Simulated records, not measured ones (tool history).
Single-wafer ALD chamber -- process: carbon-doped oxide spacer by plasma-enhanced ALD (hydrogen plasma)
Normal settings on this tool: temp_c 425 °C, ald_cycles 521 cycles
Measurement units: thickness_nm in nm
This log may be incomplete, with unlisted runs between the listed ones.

run	hour	temp_c	ald_cycles	wafers since the last listed run	hours since the last thermocouple change	hours since the gauge calibration	read-back reference wafer on the same gauge, thickness_nm	thickness_nm
1	0.0	419	580	0	2354.0	35.2	20.149	27.444
2	7.7	419	580	3	2361.7	42.9	20.158	27.404
3	37.9	418	471	13	2391.9	73.1	20.186	22.310
4	46.2	418	471	3	2400.2	81.4	20.200	22.382
5	87.0	425	521	18	2441.0	122.2	20.226	24.120
# hour 97.6: thermocouple changed; heater temperature recalibrated
6	128.4	425	521	14	30.8	163.6	20.262	24.346
7	142.4	425	521	6	44.8	177.6	20.258	24.356
8	149.6	413	566	3	52.0	184.8	20.272	27.354
9	156.9	425	521	3	59.3	192.1	20.269	24.395
# hour 171.8: gauge calibrated
10	172.8	417	613	7	75.2	1.0	20.114	28.908
11	183.8	412	589	4	86.2	12.0	20.121	28.277
12	195.1	425	521	5	97.5	23.3	20.125	24.028
13	209.0	430	435	6	111.4	37.2	20.138	19.787
14	224.2	425	521	6	126.6	52.4	20.153	24.255

Branching from run 14: 5 alternative next runs. What would each branch give?
A	225.4	425	474	0	127.8	53.6	?	?
B	225.4	430	573	0	127.8	53.6	?	?
C	225.4	410	583	0	127.8	53.6	?	?
D	225.4	432	469	0	127.8	53.6	?	?
E	225.4	425	432	0	127.8	53.6	?	?

run	read-back reference wafer on the same gauge, thickness_nm	thickness_nm
A	20.155	21.983
B	20.155	26.182
C	20.155	28.233
D	20.155	21.302
E	20.155	20.035
Without the tool's hidden state the same runs would have given:
run	thickness_nm
A	21.927
B	26.116
C	28.161
D	21.248
E	19.984
